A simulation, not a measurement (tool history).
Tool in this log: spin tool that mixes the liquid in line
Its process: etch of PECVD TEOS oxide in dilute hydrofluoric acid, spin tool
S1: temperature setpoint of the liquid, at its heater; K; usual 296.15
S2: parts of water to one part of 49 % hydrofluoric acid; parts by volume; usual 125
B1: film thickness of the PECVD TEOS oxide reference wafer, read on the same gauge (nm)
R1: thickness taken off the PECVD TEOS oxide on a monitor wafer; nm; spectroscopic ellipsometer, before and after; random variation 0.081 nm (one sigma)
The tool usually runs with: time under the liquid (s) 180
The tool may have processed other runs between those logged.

run 1 hour=0 | S1=296.15 S2=125 time_under_the_liquid_(s)=180 | B1=145.22 | R1=16.66
run 2 hour=37.8 | S1=296.15 S2=125 time_under_the_liquid_(s)=180 | B1=145.31 | R1=16.49
run 3 hour=119.7 | S1=296.15 S2=125 time_under_the_liquid_(s)=180 | B1=145.58 | R1=16.62
run 4 hour=211.6 | S1=296.15 S2=170 time_under_the_liquid_(s)=140 | B1=145.82 | R1=9.11
-- hour=368.6 hydrofluoric acid flow meter replaced
run 5 hour=416.8 | S1=296.15 S2=170 time_under_the_liquid_(s)=140 | B1=146.29 | R1=9.16
run 6 hour=494.3 | S1=296.15 S2=125 time_under_the_liquid_(s)=180 | B1=146.43 | R1=16.65
run 7 hour=547.5 | S1=296.15 S2=125 time_under_the_liquid_(s)=180 | B1=146.49 | R1=16.85
run 8 hour=600.6 | S1=299.15 S2=125 time_under_the_liquid_(s)=180 | B1=146.57 | R1=18.71
run 9 hour=757 | S1=299.15 S2=125 time_under_the_liquid_(s)=180 | B1=146.82 | R1=18.93
-- hour=770.9 thermometer replaced
run 10 hour=863.8 | S1=296.15 S2=125 time_under_the_liquid_(s)=180 | B1=146.9 | R1=16.81
-- hour=911.5 hydrofluoric acid flow meter replaced
run 11 hour=932.2 | S1=296.15 S2=100 time_under_the_liquid_(s)=180 | B1=146.96 | R1=21.74
run 12 hour=999.7 | S1=296.15 S2=100 time_under_the_liquid_(s)=180 | B1=147.07 | R1=21.73
run 13 hour=1059.6 | S1=296.15 S2=100 time_under_the_liquid_(s)=180 | B1=147.15 | R1=21.75
run 14 hour=1152.4 | S1=296.15 S2=140 time_under_the_liquid_(s)=180 | B1=147.18 | R1=14.75
run 15 hour=1240.6 | S1=293.15 S2=125 time_under_the_liquid_(s)=180 | B1=147.24 | R1=14.91
run 16 hour=1329.7 | S1=292.65 S2=125 time_under_the_liquid_(s)=150 | B1=147.3 | R1=12.27

Predict the results of run 17:
run 17 hour=1366.6 | S1=296.15 S2=100 time_under_the_liquid_(s)=180 | B1=? | R1=?

Run 17 yielded B1 147.35, R1 21.49 nm.
On a tool with no hidden condition, and with the same random variation, this run would have come out at R1 20.42 nm.
